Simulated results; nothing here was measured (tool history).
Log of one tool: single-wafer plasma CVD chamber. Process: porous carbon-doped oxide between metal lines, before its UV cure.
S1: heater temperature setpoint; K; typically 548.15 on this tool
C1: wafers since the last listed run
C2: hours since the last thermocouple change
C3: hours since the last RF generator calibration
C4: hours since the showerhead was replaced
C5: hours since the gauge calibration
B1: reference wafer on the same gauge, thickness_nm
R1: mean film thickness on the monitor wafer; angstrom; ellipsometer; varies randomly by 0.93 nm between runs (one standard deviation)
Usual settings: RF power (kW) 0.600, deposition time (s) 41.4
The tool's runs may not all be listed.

run 1 hour=0.0 | S1=542.15 RF_power_(kW)=0.600 deposition_time_(s)=39.0 | C1=0 C2=61.0 C3=1253.0 C4=6426.1 C5=53.8 | B1=296.262 | R1=2761.66
run 2 hour=78.7 | S1=548.15 RF_power_(kW)=0.600 deposition_time_(s)=41.4 | C1=1219 C2=139.7 C3=1331.7 C4=6504.8 C5=132.5 | B1=295.888 | R1=2798.84
run 3 hour=146.7 | S1=548.15 RF_power_(kW)=0.600 deposition_time_(s)=41.4 | C1=1054 C2=207.7 C3=1399.7 C4=6572.8 C5=200.5 | B1=295.591 | R1=2802.07
run 4 hour=254.5 | S1=548.15 RF_power_(kW)=0.600 deposition_time_(s)=41.4 | C1=1670 C2=315.5 C3=1507.5 C4=6680.6 C5=308.3 | B1=295.906 | R1=2803.94
run 5 hour=294.4 | S1=548.15 RF_power_(kW)=0.600 deposition_time_(s)=41.4 | C1=618 C2=355.4 C3=1547.4 C4=6720.5 C5=348.2 | B1=295.962 | R1=2781.38
run 6 hour=330.7 | S1=548.15 RF_power_(kW)=0.600 deposition_time_(s)=41.4 | C1=562 C2=391.7 C3=1583.7 C4=6756.8 C5=384.5 | B1=295.760 | R1=2792.28
run 7 hour=461.8 | S1=548.15 RF_power_(kW)=0.600 deposition_time_(s)=41.4 | C1=2032 C2=522.8 C3=1714.8 C4=6887.9 C5=515.6 | B1=295.871 | R1=2798.21
run 8 hour=546.4 | S1=548.15 RF_power_(kW)=0.600 deposition_time_(s)=41.4 | C1=1311 C2=607.4 C3=1799.4 C4=6972.5 C5=600.2 | B1=295.736 | R1=2796.74
run 9 hour=629.4 | S1=557.15 RF_power_(kW)=0.540 deposition_time_(s)=41.4 | C1=1286 C2=690.4 C3=1882.4 C4=7055.5 C5=683.2 | B1=295.609 | R1=2403.48
run 10 hour=730.5 | S1=557.15 RF_power_(kW)=0.540 deposition_time_(s)=41.4 | C1=1567 C2=791.5 C3=1983.5 C4=7156.6 C5=784.3 | B1=296.096 | R1=2408.30
run 11 hour=802.9 | S1=548.15 RF_power_(kW)=0.600 deposition_time_(s)=41.4 | C1=1122 C2=863.9 C3=2055.9 C4=7229.0 C5=856.7 | B1=295.980 | R1=2789.70
-- hour=848.6 showerhead replaced
run 12 hour=871.1 | S1=548.15 RF_power_(kW)=0.600 deposition_time_(s)=41.4 | C1=933 C2=932.1 C3=2124.1 C4=22.5 C5=924.9 | B1=295.884 | R1=2773.14
-- hour=890.2 thermocouple changed; heater temperature recalibrated
run 13 hour=925.4 | S1=555.15 RF_power_(kW)=0.600 deposition_time_(s)=41.4 | C1=717 C2=35.2 C3=2178.4 C4=76.8 C5=979.2 | B1=295.875 | R1=2650.47
run 14 hour=995.0 | S1=540.15 RF_power_(kW)=0.635 deposition_time_(s)=36.6 | C1=1078 C2=104.8 C3=2248.0 C4=146.4 C5=1048.8 | B1=296.027 | R1=2739.98
run 15 hour=1080.6 | S1=548.15 RF_power_(kW)=0.600 deposition_time_(s)=41.4 | C1=1326 C2=190.4 C3=2333.6 C4=232.0 C5=1134.4 | B1=295.945 | R1=2768.87
-- hour=1272.5 RF generator calibrated
-- hour=1322.2 gauge calibrated
run 16 hour=1392.6 | S1=553.15 RF_power_(kW)=0.685 deposition_time_(s)=48.8 | C1=4712 C2=502.4 C3=120.1 C4=544.0 C5=70.4 | B1=296.140 | R1=3574.96
run 17 hour=1451.4 | S1=540.15 RF_power_(kW)=0.635 deposition_time_(s)=36.6 | C1=911 C2=561.2 C3=178.9 C4=602.8 C5=129.2 | B1=296.084 | R1=2791.44
run 18 hour=1515.7 | S1=536.15 RF_power_(kW)=0.600 deposition_time_(s)=41.4 | C1=996 C2=625.5 C3=243.2 C4=667.1 C5=193.5 | B1=296.031 | R1=3094.20
run 19 hour=1559.6 | S1=548.15 RF_power_(kW)=0.600 deposition_time_(s)=43.6 | C1=680 C2=669.4 C3=287.1 C4=711.0 C5=237.4 | B1=295.878 | R1=2964.27
run 20 hour=1601.4 | S1=544.15 RF_power_(kW)=0.500 deposition_time_(s)=41.4 | C1=647 C2=711.2 C3=328.9 C4=752.8 C5=279.2 | B1=296.350 | R1=2491.46
run 21 hour=1665.1 | S1=555.15 RF_power_(kW)=0.670 deposition_time_(s)=41.4 | C1=987 C2=774.9 C3=392.6 C4=816.5 C5=342.9 | B1=295.798 | R1=2933.44

Here are 5 independent what-if runs from the current tool condition. What would each one return?
run A hour=1665.5 | S1=541.15 RF_power_(kW)=0.600 deposition_time_(s)=41.4 | C1=6 C2=775.3 C3=393.0 C4=816.9 C5=343.3 | B1=? | R1=?
run B hour=1665.5 | S1=555.15 RF_power_(kW)=0.680 deposition_time_(s)=41.4 | C1=6 C2=775.3 C3=393.0 C4=816.9 C5=343.3 | B1=? | R1=?
run C hour=1665.5 | S1=548.15 RF_power_(kW)=0.540 deposition_time_(s)=39.0 | C1=6 C2=775.3 C3=393.0 C4=816.9 C5=343.3 | B1=? | R1=?
run D hour=1665.5 | S1=548.15 RF_power_(kW)=0.670 deposition_time_(s)=34.1 | C1=6 C2=775.3 C3=393.0 C4=816.9 C5=343.3 | B1=? | R1=?
run E hour=1665.5 | S1=544.15 RF_power_(kW)=0.515 deposition_time_(s)=35.4 | C1=6 C2=775.3 C3=393.0 C4=816.9 C5=343.3 | B1=? | R1=?

run=A B1=295.980 R1=2984.95
run=B B1=295.980 R1=2973.58
run=C B1=295.980 R1=2447.74
run=D B1=295.980 R1=2560.41
run=E B1=295.980 R1=2202.86
Without the tool's unlogged condition, the same runs would have read:
run=A R1=2996.64
run=B R1=2985.04
run=C R1=2457.53
run=D R1=2570.28
run=E R1=2211.80
